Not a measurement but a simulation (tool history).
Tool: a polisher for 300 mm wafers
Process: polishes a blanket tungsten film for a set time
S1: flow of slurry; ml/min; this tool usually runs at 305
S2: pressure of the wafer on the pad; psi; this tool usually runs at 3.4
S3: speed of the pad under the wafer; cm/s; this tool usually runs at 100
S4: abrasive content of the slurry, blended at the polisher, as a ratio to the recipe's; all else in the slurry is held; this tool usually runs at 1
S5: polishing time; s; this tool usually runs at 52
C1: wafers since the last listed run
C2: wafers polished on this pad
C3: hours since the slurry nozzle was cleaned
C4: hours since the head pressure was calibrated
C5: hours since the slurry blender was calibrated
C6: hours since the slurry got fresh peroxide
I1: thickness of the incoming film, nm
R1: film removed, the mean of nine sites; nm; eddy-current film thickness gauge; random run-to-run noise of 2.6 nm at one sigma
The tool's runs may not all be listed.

run	hour	S1	S2	S3	S4	S5	C1	C2	C3	C4	C5	C6	I1	R1
1	0.0	305	3.4	100	1	52	0	985	507.8	504.5	231.9	39.8	975.0	207.8
2	36.3	305	3.4	100	1	52	348	1333	544.1	540.8	268.2	76.1	943.9	207.8
3	143.8	305	3.4	100	1	52	1032	2366	651.6	648.3	375.7	183.6	956.9	200.8
# hour 197.8: slurry blender recalibrated
# hour 203.9: worn pad replaced by a new one
4	208.5	305	3.4	100	1	52	563	43	716.3	713.0	10.7	248.3	953.1	190.9
# hour 271.2: slurry nozzle cleaned
5	274.1	305	3.4	100	1	52	620	664	2.9	778.6	76.3	313.9	964.4	189.4
# hour 278.6: slurry tank refilled with fresh slurry and peroxide
# hour 338.8: head pressure recalibrated
6	380.1	355	3.4	100	1	52	989	1653	108.9	41.3	182.3	101.5	944.2	204.2
7	484.3	355	3.4	100	1	52	1000	2654	213.1	145.5	286.5	205.7	963.1	202.6
8	531.8	305	3.4	100	1	52	456	3110	260.6	193.0	334.0	253.2	959.9	197.7
# hour 562.9: worn pad replaced by a new one
9	574.2	305	3.4	100	1	52	368	108	303.0	235.4	376.4	295.6	974.6	193.6
# hour 591.3: slurry blender recalibrated
# hour 645.0: slurry tank refilled with fresh slurry and peroxide
10	652.6	305	3.4	100	1	52	724	832	381.4	313.8	61.3	7.6	958.6	211.3
11	750.3	305	3.4	100	1	52	938	1771	479.1	411.5	159.0	105.3	976.4	200.8
12	819.2	305	3.4	100	1	52	661	2432	548.0	480.4	227.9	174.2	976.8	200.9

Forecast run 13:
# hour 891.4: worn pad replaced by a new one
13	921.9	305	3.4	100	1	52	947	292	650.7	583.1	330.6	276.9	962.6	?

Run 13 produced R1 197.0 nm.
With the hidden condition absent and the run-to-run variation left alone, this run would have shown R1 209.8 nm.
